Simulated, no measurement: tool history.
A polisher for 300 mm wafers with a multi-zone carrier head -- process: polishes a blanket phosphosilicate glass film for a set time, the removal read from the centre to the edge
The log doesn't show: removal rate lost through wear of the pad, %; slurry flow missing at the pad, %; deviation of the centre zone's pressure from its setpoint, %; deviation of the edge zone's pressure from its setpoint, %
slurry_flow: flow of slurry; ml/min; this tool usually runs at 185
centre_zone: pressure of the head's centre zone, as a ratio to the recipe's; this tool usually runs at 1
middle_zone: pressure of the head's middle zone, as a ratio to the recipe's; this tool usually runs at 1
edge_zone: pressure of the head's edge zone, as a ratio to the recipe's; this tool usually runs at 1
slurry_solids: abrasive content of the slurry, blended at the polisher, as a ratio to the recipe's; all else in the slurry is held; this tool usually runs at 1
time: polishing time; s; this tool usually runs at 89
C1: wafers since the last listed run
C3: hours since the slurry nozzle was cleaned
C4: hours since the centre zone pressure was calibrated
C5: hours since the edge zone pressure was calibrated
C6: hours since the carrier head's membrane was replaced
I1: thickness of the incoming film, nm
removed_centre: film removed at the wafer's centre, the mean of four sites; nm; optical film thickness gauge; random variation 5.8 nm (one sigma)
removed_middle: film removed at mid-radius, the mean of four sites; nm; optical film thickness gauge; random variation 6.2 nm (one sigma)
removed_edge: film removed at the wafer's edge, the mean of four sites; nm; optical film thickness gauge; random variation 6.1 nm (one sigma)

run 1 day=0 | slurry_flow=185 centre_zone=1 middle_zone=1 edge_zone=1 slurry_solids=1.2 time=89 | C1=0 wafers_polished_on_this_pad=1083 C3=502.1 C4=404.4 C5=678 C6=1403.7 | I1=4226.9 | removed_centre=681.1 removed_middle=677.9 removed_edge=653.3
-- day=0.296 worn pad replaced by a new one
run 2 day=0.7 | slurry_flow=185 centre_zone=1 middle_zone=1 edge_zone=1 slurry_solids=1.2 time=89 | C1=121 wafers_polished_on_this_pad=92 C3=518.9 C4=421.2 C5=694.8 C6=1420.5 | I1=4193.5 | removed_centre=677.1 removed_middle=682.2 removed_edge=647.7
run 3 day=1.196 | slurry_flow=185 centre_zone=1 middle_zone=1 edge_zone=1 slurry_solids=1 time=89 | C1=113 wafers_polished_on_this_pad=206 C3=530.8 C4=433.1 C5=706.7 C6=1432.4 | I1=4183.5 | removed_centre=612.8 removed_middle=620.4 removed_edge=596.5
run 4 day=1.788 | slurry_flow=185 centre_zone=1 middle_zone=1 edge_zone=1 slurry_solids=1 time=89 | C1=135 wafers_polished_on_this_pad=341 C3=545 C4=447.3 C5=720.9 C6=1446.6 | I1=4255.6 | removed_centre=607.3 removed_middle=612.6 removed_edge=597.8
run 5 day=2.429 | slurry_flow=185 centre_zone=1 middle_zone=1 edge_zone=1 slurry_solids=1 time=89 | C1=146 wafers_polished_on_this_pad=488 C3=560.4 C4=462.7 C5=736.3 C6=1462 | I1=4255.2 | removed_centre=617 removed_middle=612.7 removed_edge=590.4
-- day=3.088 edge zone pressure recalibrated
run 6 day=3.1 | slurry_flow=185 centre_zone=1 middle_zone=1 edge_zone=1 slurry_solids=1 time=89 | C1=134 wafers_polished_on_this_pad=622 C3=576.5 C4=478.8 C5=0.3 C6=1478.1 | I1=4178.1 | removed_centre=613.8 removed_middle=618.4 removed_edge=601.4
run 7 day=4.146 | slurry_flow=185 centre_zone=1 middle_zone=1 edge_zone=1 slurry_solids=1 time=89 | C1=239 wafers_polished_on_this_pad=861 C3=601.6 C4=503.9 C5=25.4 C6=1503.2 | I1=4212.9 | removed_centre=610.4 removed_middle=614.5 removed_edge=599.7
run 8 day=4.488 | slurry_flow=185 centre_zone=1 middle_zone=1 edge_zone=1 slurry_solids=1 time=89 | C1=78 wafers_polished_on_this_pad=939 C3=609.8 C4=512.1 C5=33.6 C6=1511.4 | I1=4270.1 | removed_centre=612 removed_middle=605.7 removed_edge=593.7
-- day=4.746 worn pad replaced by a new one
run 9 day=4.771 | slurry_flow=155 centre_zone=1 middle_zone=1.09 edge_zone=1 slurry_solids=1 time=89 | C1=26 wafers_polished_on_this_pad=5 C3=616.6 C4=518.9 C5=40.4 C6=1518.2 | I1=4154 | removed_centre=587.1 removed_middle=646.8 removed_edge=588.1
-- day=5.725 carrier head's membrane replaced by a new one
run 10 day=6.571 | slurry_flow=185 centre_zone=1 middle_zone=1 edge_zone=1 slurry_solids=1 time=61 | C1=364 wafers_polished_on_this_pad=369 C3=659.8 C4=562.1 C5=83.6 C6=20.3 | I1=4189.3 | removed_centre=422.5 removed_middle=415.3 removed_edge=411.1
-- day=7.146 centre zone pressure recalibrated
run 11 day=7.262 | slurry_flow=185 centre_zone=1 middle_zone=1 edge_zone=1.07 slurry_solids=1 time=89 | C1=139 wafers_polished_on_this_pad=508 C3=676.4 C4=2.8 C5=100.2 C6=36.9 | I1=4251.4 | removed_centre=617 removed_middle=607 removed_edge=619.2
-- day=7.55 slurry nozzle cleaned
run 12 day=7.938 | slurry_flow=125 centre_zone=1.06 middle_zone=1 edge_zone=0.94 slurry_solids=1 time=89 | C1=144 wafers_polished_on_this_pad=653 C3=9.3 C4=19 C5=116.4 C6=53.1 | I1=4289.8 | removed_centre=574.9 removed_middle=551.1 removed_edge=549.3
run 13 day=8.396 | slurry_flow=185 centre_zone=1 middle_zone=1 edge_zone=1 slurry_solids=1 time=107 | C1=104 wafers_polished_on_this_pad=758 C3=20.3 C4=30 C5=127.4 C6=64.1 | I1=4274.2 | removed_centre=740.7 removed_middle=748.8 removed_edge=735.2
run 14 day=8.7 | slurry_flow=185 centre_zone=1 middle_zone=1 edge_zone=1.07 slurry_solids=1 time=89 | C1=69 wafers_polished_on_this_pad=827 C3=27.6 C4=37.3 C5=134.7 C6=71.4 | I1=4279.8 | removed_centre=614.5 removed_middle=616.3 removed_edge=619.2
-- day=9.483 worn pad replaced by a new one
run 15 day=9.504 | slurry_flow=185 centre_zone=1 middle_zone=1.07 edge_zone=0.94 slurry_solids=0.8 time=104 | C1=145 wafers_polished_on_this_pad=4 C3=46.9 C4=56.6 C5=154 C6=90.7 | I1=4217.4 | removed_centre=622.5 removed_middle=656.4 removed_edge=583.2
run 16 day=9.775 | slurry_flow=185 centre_zone=0.88 middle_zone=1 edge_zone=0.93 slurry_solids=0.85 time=89 | C1=61 wafers_polished_on_this_pad=66 C3=53.4 C4=63.1 C5=160.5 C6=97.2 | I1=4262.9 | removed_centre=510.5 removed_middle=556.1 removed_edge=525
run 17 day=10.283 | slurry_flow=185 centre_zone=1 middle_zone=1 edge_zone=1 slurry_solids=1 time=89 | C1=116 wafers_polished_on_this_pad=182 C3=65.6 C4=75.3 C5=172.7 C6=109.4 | I1=4271 | removed_centre=621.5 removed_middle=625 removed_edge=598.7
run 18 day=10.95 | slurry_flow=185 centre_zone=1 middle_zone=1 edge_zone=1 slurry_solids=1 time=89 | C1=152 wafers_polished_on_this_pad=335 C3=81.6 C4=91.3 C5=188.7 C6=125.4 | I1=4280.9 | removed_centre=613.4 removed_middle=610 removed_edge=582.2
run 19 day=11.533 | slurry_flow=185 centre_zone=1 middle_zone=0.96 edge_zone=1.1 slurry_solids=0.7 time=117 | C1=133 wafers_polished_on_this_pad=468 C3=95.6 C4=105.3 C5=202.7 C6=139.4 | I1=4259.7 | removed_centre=614.7 removed_middle=605.2 removed_edge=635.2
run 20 day=11.808 | slurry_flow=185 centre_zone=1.06 middle_zone=1 edge_zone=0.88 slurry_solids=1 time=64 | C1=62 wafers_polished_on_this_pad=531 C3=102.2 C4=111.9 C5=209.3 C6=146 | I1=4245.1 | removed_centre=453.7 removed_middle=439.6 removed_edge=403.8
run 21 day=12.35 | slurry_flow=185 centre_zone=1 middle_zone=1 edge_zone=1 slurry_solids=1 time=89 | C1=123 wafers_polished_on_this_pad=655 C3=115.2 C4=124.9 C5=222.3 C6=159 | I1=4235.7 | removed_centre=605.9 removed_middle=612.3 removed_edge=596
run 22 day=12.879 | slurry_flow=185 centre_zone=1 middle_zone=1 edge_zone=1 slurry_solids=1 time=89 | C1=121 wafers_polished_on_this_pad=776 C3=127.9 C4=137.6 C5=235 C6=171.7 | I1=4157.4 | removed_centre=613.2 removed_middle=605.4 removed_edge=593.3

3 options for the next run, each taken on its own from the tool as it stands now. Forecast them:
run A day=12.9 | slurry_flow=185 centre_zone=1 middle_zone=1 edge_zone=1 slurry_solids=1 time=89 | C1=4 wafers_polished_on_this_pad=781 C3=128.4 C4=138.1 C5=235.5 C6=172.2 | I1=4157.7 | removed_centre=? removed_middle=? removed_edge=?
run B day=12.9 | slurry_flow=185 centre_zone=0.94 middle_zone=1 edge_zone=1 slurry_solids=1 time=60 | C1=4 wafers_polished_on_this_pad=781 C3=128.4 C4=138.1 C5=235.5 C6=172.2 | I1=4157.7 | removed_centre=? removed_middle=? removed_edge=?
run C day=12.9 | slurry_flow=135 centre_zone=1 middle_zone=1 edge_zone=1 slurry_solids=1 time=89 | C1=4 wafers_polished_on_this_pad=781 C3=128.4 C4=138.1 C5=235.5 C6=172.2 | I1=4157.7 | removed_centre=? removed_middle=? removed_edge=?

run=A removed_centre=608.2 removed_middle=620.4 removed_edge=603.3
run=B removed_centre=395.4 removed_middle=418.3 removed_edge=406.7
run=C removed_centre=565.1 removed_middle=581.1 removed_edge=575.6
Without the tool's hidden state the same runs would have given:
run=A removed_centre=608.2 removed_middle=620.4 removed_edge=603.3
run=B removed_centre=395.4 removed_middle=418.3 removed_edge=406.7
run=C removed_centre=565.1 removed_middle=581.1 removed_edge=575.6

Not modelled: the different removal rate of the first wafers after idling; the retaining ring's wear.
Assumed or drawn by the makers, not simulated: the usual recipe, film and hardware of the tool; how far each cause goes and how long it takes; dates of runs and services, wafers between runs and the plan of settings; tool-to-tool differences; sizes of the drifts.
